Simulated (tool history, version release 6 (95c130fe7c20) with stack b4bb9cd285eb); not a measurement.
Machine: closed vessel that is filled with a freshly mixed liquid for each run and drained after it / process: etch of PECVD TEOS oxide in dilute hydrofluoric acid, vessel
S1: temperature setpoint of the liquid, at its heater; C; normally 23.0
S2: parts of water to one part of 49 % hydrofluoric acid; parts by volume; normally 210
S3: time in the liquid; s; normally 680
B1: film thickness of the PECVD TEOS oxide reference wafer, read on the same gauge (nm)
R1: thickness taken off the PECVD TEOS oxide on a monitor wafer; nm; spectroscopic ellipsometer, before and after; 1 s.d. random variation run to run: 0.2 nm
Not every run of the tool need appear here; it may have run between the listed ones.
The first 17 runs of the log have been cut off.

run	day	S1	S2	S3	B1	R1
18	32.462	20.0	110	680	120.66	44.02
19	35.358	21.5	300	680	120.32	14.14
# day 35.554: hydrofluoric acid flow meter replaced
20	37.550	19.0	210	680	120.17	19.89
21	39.704	23.0	210	980	119.97	33.51
22	41.971	23.0	210	680	119.75	22.96
23	44.417	24.5	140	450	119.44	26.14
24	47.221	26.5	210	295	119.11	11.23
25	49.300	23.0	210	1045	118.87	35.05
26	50.367	19.5	210	680	118.68	20.05
# day 55.942: hydrofluoric acid flow meter replaced
27	57.758	20.5	170	360	117.73	14.16
28	59.275	27.5	255	550	117.42	16.69
29	60.558	25.5	310	680	117.25	15.17

Forecast run 30:
30	63.512	19.5	210	1060	?	?

B1: 116.78
R1: 30.83 nm
Were there no unlogged condition in the tool, this run, its random variation unchanged, would have produced R1 31.68 nm.
